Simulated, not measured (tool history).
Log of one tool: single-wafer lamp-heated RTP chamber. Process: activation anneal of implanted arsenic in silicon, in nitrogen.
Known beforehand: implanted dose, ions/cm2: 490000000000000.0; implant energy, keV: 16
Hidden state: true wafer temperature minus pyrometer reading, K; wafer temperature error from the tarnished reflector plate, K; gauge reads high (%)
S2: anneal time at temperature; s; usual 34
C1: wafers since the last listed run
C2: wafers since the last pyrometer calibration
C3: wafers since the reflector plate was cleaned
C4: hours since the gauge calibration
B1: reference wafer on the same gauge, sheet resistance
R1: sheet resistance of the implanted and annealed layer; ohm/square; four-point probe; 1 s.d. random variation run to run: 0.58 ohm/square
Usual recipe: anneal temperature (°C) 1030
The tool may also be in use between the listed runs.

{"run": 1, "hour": 0.0, "anneal temperature (°C)": 1030, "S2": 24, "C1": 0, "C2": 2254, "C3": 8823, "C4": 1268.6, "B1": 180.93, "R1": 196.96}
{"run": 2, "hour": 31.3, "anneal temperature (°C)": 1030, "S2": 24, "C1": 241, "C2": 2495, "C3": 9064, "C4": 1299.9, "B1": 181.03, "R1": 197.72}
{"run": 3, "hour": 76.6, "anneal temperature (°C)": 1030, "S2": 34, "C1": 349, "C2": 2844, "C3": 9413, "C4": 1345.2, "B1": 180.98, "R1": 194.12}
{"hour": 94.8, "done": "pyrometer window cleaned and pyrometer calibrated"}
{"run": 4, "hour": 107.0, "anneal temperature (°C)": 1030, "S2": 34, "C1": 172, "C2": 94, "C3": 9586, "C4": 1375.6, "B1": 180.98, "R1": 193.7}
{"run": 5, "hour": 140.1, "anneal temperature (°C)": 1030, "S2": 34, "C1": 255, "C2": 349, "C3": 9841, "C4": 1408.7, "B1": 180.96, "R1": 193.7}
{"run": 6, "hour": 192.2, "anneal temperature (°C)": 1030, "S2": 34, "C1": 401, "C2": 751, "C3": 10243, "C4": 1460.8, "B1": 181.08, "R1": 194.94}
{"run": 7, "hour": 242.7, "anneal temperature (°C)": 1030, "S2": 34, "C1": 389, "C2": 1140, "C3": 10632, "C4": 1511.3, "B1": 181.03, "R1": 194.03}
{"run": 8, "hour": 284.9, "anneal temperature (°C)": 1030, "S2": 34, "C1": 325, "C2": 1465, "C3": 10957, "C4": 1553.5, "B1": 180.85, "R1": 193.94}
{"hour": 395.8, "done": "reflector plate cleaned"}
{"run": 9, "hour": 413.7, "anneal temperature (°C)": 1007, "S2": 34, "C1": 931, "C2": 2396, "C3": 137, "C4": 1682.3, "B1": 180.9, "R1": 198.37}
{"hour": 525.9, "done": "pyrometer window cleaned and pyrometer calibrated"}
{"run": 10, "hour": 609.6, "anneal temperature (°C)": 1007, "S2": 34, "C1": 1448, "C2": 645, "C3": 1586, "C4": 1878.2, "B1": 181.12, "R1": 197.08}
{"run": 11, "hour": 661.8, "anneal temperature (°C)": 1007, "S2": 34, "C1": 402, "C2": 1047, "C3": 1988, "C4": 1930.4, "B1": 181.05, "R1": 197.27}
{"run": 12, "hour": 728.9, "anneal temperature (°C)": 1030, "S2": 41, "C1": 517, "C2": 1565, "C3": 2506, "C4": 1997.5, "B1": 180.98, "R1": 190.89}
{"run": 13, "hour": 759.5, "anneal temperature (°C)": 1030, "S2": 34, "C1": 235, "C2": 1800, "C3": 2741, "C4": 2028.1, "B1": 181.02, "R1": 191.8}
{"run": 14, "hour": 792.2, "anneal temperature (°C)": 1030, "S2": 34, "C1": 252, "C2": 2053, "C3": 2993, "C4": 2060.8, "B1": 180.98, "R1": 192.44}
{"run": 15, "hour": 830.8, "anneal temperature (°C)": 1010, "S2": 43, "C1": 297, "C2": 2350, "C3": 3291, "C4": 2099.4, "B1": 181.03, "R1": 194.64}
{"run": 16, "hour": 862.7, "anneal temperature (°C)": 1030, "S2": 34, "C1": 245, "C2": 2596, "C3": 3537, "C4": 2131.3, "B1": 180.96, "R1": 192.77}
{"hour": 903.8, "done": "reflector plate cleaned, repeated, since the last time left the tool worse"}
{"run": 17, "hour": 913.3, "anneal temperature (°C)": 1030, "S2": 34, "C1": 328, "C2": 2924, "C3": 72, "C4": 2181.9, "B1": 180.97, "R1": 195.26}
{"hour": 929.3, "done": "pyrometer window cleaned and pyrometer calibrated"}
{"hour": 929.9, "done": "gauge calibrated"}
{"run": 18, "hour": 943.3, "anneal temperature (°C)": 1056, "S2": 42, "C1": 169, "C2": 107, "C3": 242, "C4": 13.4, "B1": 180.98, "R1": 186.35}
{"run": 19, "hour": 995.8, "anneal temperature (°C)": 1011, "S2": 29, "C1": 404, "C2": 512, "C3": 647, "C4": 65.9, "B1": 181.02, "R1": 200.52}
{"run": 20, "hour": 1023.7, "anneal temperature (°C)": 1007, "S2": 17, "C1": 215, "C2": 727, "C3": 862, "C4": 93.8, "B1": 180.96, "R1": 203.72}
{"run": 21, "hour": 1176.5, "anneal temperature (°C)": 1030, "S2": 34, "C1": 1177, "C2": 1905, "C3": 2040, "C4": 246.6, "B1": 181.0, "R1": 194.2}
{"run": 22, "hour": 1207.2, "anneal temperature (°C)": 1002, "S2": 19, "C1": 236, "C2": 2141, "C3": 2276, "C4": 277.3, "B1": 181.06, "R1": 204.07}
{"run": 23, "hour": 1251.6, "anneal temperature (°C)": 1030, "S2": 34, "C1": 342, "C2": 2484, "C3": 2619, "C4": 321.7, "B1": 181.03, "R1": 193.92}
{"run": 24, "hour": 1283.9, "anneal temperature (°C)": 1030, "S2": 34, "C1": 248, "C2": 2733, "C3": 2868, "C4": 354.0, "B1": 181.09, "R1": 194.09}
{"hour": 1308.4, "done": "pyrometer window cleaned and pyrometer calibrated"}
{"run": 25, "hour": 1343.9, "anneal temperature (°C)": 1030, "S2": 14, "C1": 400, "C2": 273, "C3": 3268, "C4": 414.0, "B1": 180.99, "R1": 202.44}
{"run": 26, "hour": 1409.0, "anneal temperature (°C)": 1055, "S2": 34, "C1": 501, "C2": 775, "C3": 3770, "C4": 479.1, "B1": 181.0, "R1": 187.96}
{"run": 27, "hour": 1467.4, "anneal temperature (°C)": 1030, "S2": 34, "C1": 450, "C2": 1225, "C3": 4220, "C4": 537.5, "B1": 181.09, "R1": 193.55}
{"run": 28, "hour": 1526.9, "anneal temperature (°C)": 1030, "S2": 50, "C1": 458, "C2": 1684, "C3": 4679, "C4": 597.0, "B1": 181.05, "R1": 189.38}
{"run": 29, "hour": 1591.5, "anneal temperature (°C)": 1056, "S2": 20, "C1": 497, "C2": 2182, "C3": 5177, "C4": 661.6, "B1": 180.98, "R1": 193.95}
{"run": 30, "hour": 1653.6, "anneal temperature (°C)": 1050, "S2": 34, "C1": 478, "C2": 2661, "C3": 5656, "C4": 723.7, "B1": 181.16, "R1": 187.92}
{"hour": 1684.8, "done": "pyrometer window cleaned and pyrometer calibrated"}
{"run": 31, "hour": 1685.3, "anneal temperature (°C)": 1006, "S2": 34, "C1": 182, "C2": 4, "C3": 5838, "C4": 755.4, "B1": 180.99, "R1": 198.37}
{"run": 32, "hour": 1736.4, "anneal temperature (°C)": 1017, "S2": 26, "C1": 393, "C2": 397, "C3": 6232, "C4": 806.5, "B1": 180.99, "R1": 198.11}
{"run": 33, "hour": 1771.2, "anneal temperature (°C)": 1056, "S2": 42, "C1": 268, "C2": 666, "C3": 6501, "C4": 841.3, "B1": 180.84, "R1": 185.72}
{"run": 34, "hour": 1815.9, "anneal temperature (°C)": 1049, "S2": 34, "C1": 344, "C2": 1010, "C3": 6845, "C4": 886.0, "B1": 181.12, "R1": 188.97}
{"run": 35, "hour": 1860.1, "anneal temperature (°C)": 1022, "S2": 51, "C1": 340, "C2": 1351, "C3": 7186, "C4": 930.2, "B1": 181.15, "R1": 191.72}

For each entry between runs, how does the tool's hidden state at the last listed run before it compare with that at the first listed run after it?
Run 3 -> run 4: pyrometer window cleaned and pyrometer calibrated (hour 94.8)
  wafer temperature error from the tarnished reflector plate, K: 4.31 -> 4.33
  measured value less the no-hidden-state value, R1: -1.02 -> -1.01 ohm/square
Run 8 -> run 9: reflector plate cleaned (hour 395.8)
  wafer temperature error from the tarnished reflector plate, K: 4.43 -> 7.81
  measured value less the no-hidden-state value, R1: -1.04 -> -1.49 ohm/square
Run 9 -> run 10: pyrometer window cleaned and pyrometer calibrated (hour 525.9)
  wafer temperature error from the tarnished reflector plate, K: 7.81 -> 9.17
  measured value less the no-hidden-state value, R1: -1.49 -> -1.76 ohm/square
Run 16 -> run 17: reflector plate cleaned, repeated, since the last time left the tool worse (hour 903.8)
  wafer temperature error from the tarnished reflector plate, K: 10.3 -> 0.319
  measured value less the no-hidden-state value, R1: -2.46 -> -0.08 ohm/square
Run 17 -> run 18: pyrometer window cleaned and pyrometer calibrated (hour 929.3); gauge calibrated (hour 929.9)
  wafer temperature error from the tarnished reflector plate, K: 0.319 -> 0.566
  measured value less the no-hidden-state value, R1: -0.08 -> -0.15 ohm/square
Run 24 -> run 25: pyrometer window cleaned and pyrometer calibrated (hour 1308.4)
  wafer temperature error from the tarnished reflector plate, K: 2.54 -> 2.77
  measured value less the no-hidden-state value, R1: -0.59 -> -0.46 ohm/square
Run 30 -> run 31: pyrometer window cleaned and pyrometer calibrated (hour 1684.8)
  wafer temperature error from the tarnished reflector plate, K: 3.59 -> 3.65
  measured value less the no-hidden-state value, R1: -0.87 -> -0.67 ohm/square
